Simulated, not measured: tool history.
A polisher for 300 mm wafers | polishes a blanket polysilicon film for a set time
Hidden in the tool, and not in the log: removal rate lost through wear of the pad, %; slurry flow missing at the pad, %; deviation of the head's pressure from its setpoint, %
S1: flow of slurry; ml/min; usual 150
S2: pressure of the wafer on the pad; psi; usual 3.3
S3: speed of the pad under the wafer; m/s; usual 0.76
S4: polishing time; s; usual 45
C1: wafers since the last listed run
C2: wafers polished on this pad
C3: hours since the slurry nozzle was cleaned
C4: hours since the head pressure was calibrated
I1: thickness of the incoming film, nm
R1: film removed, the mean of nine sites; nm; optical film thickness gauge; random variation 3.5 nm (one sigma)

run   hour   S1   S2    S3  S4   C1    C2     C3      C4      I1     R1
  1      0  150  3.3  0.76  45    0  1313  547.6   823.8  1009.8  321.5
       2.4  -- worn pad replaced by a new one
  2   12.5  150  3.3  0.76  45  168   168  560.1   836.3  1000.8  350.6
  3   21.9  185  3.3  0.76  35  156   324  569.5   845.7  1015.4  278.7
  4   29.5  185  3.3  0.76  35  126   451  577.1   853.3  1005.2  282.5
  5   46.1  150  3.3  0.76  45  277   728  593.7   869.9     996  339.2
  6   63.6  150  3.3  0.76  45  292  1020  611.2   887.4  1018.7  329.5
      72.3  -- worn pad replaced by a new one
  7   74.5  150  3.3  0.76  45  115    36  622.1   898.3  1020.5  358.1
  8     84  150  4.2  0.76  35  158   195  631.6   907.8  1025.4  327.8
  9     90  150  4.2  0.76  35  100   295  637.6   913.8  1015.4  323.5
 10   99.3  150  3.3  0.76  45  155   450  646.9   923.1  1009.7  344.5
 11  115.5  150  3.3  0.76  45  270   720  663.1   939.3    1000  332.9
 12  127.9  150  3.3  0.76  45  206   927  675.5   951.7  1019.3  332.1
 13  141.5  150  3.3  0.76  45  226  1154  689.1   965.3  1016.6  326.7
     149.9  -- worn pad replaced by a new one
 14    151  150  3.3  0.76  45   91    18  698.6   974.8  1015.3  349.1
 15  157.1  150  3.3  0.76  33  101   120  704.7   980.9   998.8  256.6
 16  167.3  150  3.3  0.76  33  170   290  714.9   991.1  1016.6  251.1
 17  182.2  150  2.4  0.76  38  248   538  729.8    1006  1007.3  229.2
 18  198.5  195  3.3  0.76  45  272   810  746.1  1022.3  1023.6  350.2
     216.6  -- worn pad replaced by a new one
 19  217.1  105  2.1  0.96  59  243     9  764.7  1040.9  1011.3  402.1
     232.9  -- slurry nozzle cleaned
 20  233.4  150  2.3  0.52  53  255   264    0.5  1057.2   998.2  220.2
 21  247.1  195  3.3  0.76  45  228   493   14.2  1070.9    1030  350.6
 22  253.4  150  3.3  0.58  45  105   598   20.5  1077.2  1004.8  261.5
     260.4  -- head pressure recalibrated
 23  266.9  150  3.3  0.76  45  191   790     34     6.5   993.5  333.5
 24  274.6  195  4.2  0.62  45  128   918   41.7    14.2   996.4  333.6
 25  281.5  110  3.7  0.76  45  115  1033   48.6    21.1  1009.2  339.3
     289.5  -- worn pad replaced by a new one
 26  307.5  150  3.3  0.76  45  367   300   74.6    47.1  1020.9    350
 27  326.9  125  4.5  0.52  55  323   624     94    66.5  1023.2  345.9
 28    339  150  2.3  0.62  45  201   826  106.1    78.6   991.4  209.3
 29    354  115  3.3  1.02  54  250  1076  121.1    93.6  1015.6  505.5
 30  367.9  150  2.8  0.76  45  231  1308    135   107.5  1005.1  287.6
       376  -- worn pad replaced by a new one
 31  381.7  120  3.3  0.54  58  163    95  148.8   121.3  1030.1  313.8
 32  389.1  195  3.3  0.88  60  123   219  156.2   128.7  1008.3  569.9

Forecast each of these 4 alternatives for the next run:
  A  389.5  150  4.1  0.76  45   6  225  156.6  129.1  1033.4   ?
  B  389.5  195  2.6  0.76  37   6  225  156.6  129.1  1033.4   ?
  C  389.5  150  3.3  0.76  54   6  225  156.6  129.1  1033.4   ?
  D  389.5  130  2.1  0.88  53   6  225  156.6  129.1  1033.4   ?

run     R1
  A  416.4
  B  253.8
  C  423.6
  D  343.7
Without the tool's hidden state the same runs would have given:
run     R1
  A    424
  B  258.4
  C  431.3
  D  349.9
